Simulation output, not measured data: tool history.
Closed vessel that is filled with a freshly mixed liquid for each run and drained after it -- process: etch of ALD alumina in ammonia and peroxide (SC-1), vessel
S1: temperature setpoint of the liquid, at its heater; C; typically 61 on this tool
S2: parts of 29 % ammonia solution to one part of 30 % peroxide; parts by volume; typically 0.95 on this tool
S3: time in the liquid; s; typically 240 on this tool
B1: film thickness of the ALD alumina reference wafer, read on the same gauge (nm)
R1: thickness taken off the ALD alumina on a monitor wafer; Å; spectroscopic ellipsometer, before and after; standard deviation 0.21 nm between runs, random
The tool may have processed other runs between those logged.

run	day	S1	S2	S3	B1	R1
1	0	61	0.95	240	40.05	224.9
2	4.142	61	0.95	240	40.02	225
3	6.525	53	0.95	170	39.95	103.2
# day 8.825: ammonia flow meter replaced
4	8.958	61	0.95	300	40.01	279.7
5	11.038	61	0.95	300	40.05	284.4
6	13.525	61	0.95	300	40.04	283.7
7	17.967	61	0.95	240	40	225.4
# day 19.412: new drum of ammonia solution connected
8	22.208	61	0.95	240	39.95	229.5
9	26.567	61	0.95	240	40	229.6
10	30.042	61	0.95	240	40.05	230.8
# day 32.379: thermometer replaced
11	33.188	58.5	0.95	240	39.99	194
# day 33.408: ammonia flow meter replaced
12	37.258	67.5	1.2	195	40.03	252
13	39.362	66	0.95	310	39.99	366.8
14	42.7	53	0.95	170	40.02	104.4
15	44.833	61	1.2	105	40.02	99.5
16	46.721	61	1.2	315	40	298.4
17	48.754	55.5	1.2	300	40	215
18	51.217	58	0.8	200	40.01	155.1
# day 51.288: gauge calibrated
# day 51.779: new drum of ammonia solution connected
19	54.442	51.5	0.95	175	40.03	100.4
# day 57.058: ammonia flow meter replaced
20	57.079	61	0.95	240	39.99	224.8
21	58.975	61	1.2	320	39.99	306.2
22	63.217	56.5	0.8	240	39.95	176.1
23	66.783	70	0.8	240	39.95	353.6

Forecast each of these 4 alternatives for the next run:
A	66.812	61	0.95	240	?	?
B	66.812	53.5	0.85	380	?	?
C	66.812	54.5	1.1	150	?	?
D	66.812	65.5	0.5	125	?	?

run	B1	R1
A	40	225.8
B	40	239.5
C	40	102.2
D	40	138.5
Take away the tool's hidden state, keep each run's random variation, and the runs would have read:
run	R1
A	215.4
B	227.9
C	97.3
D	132.3
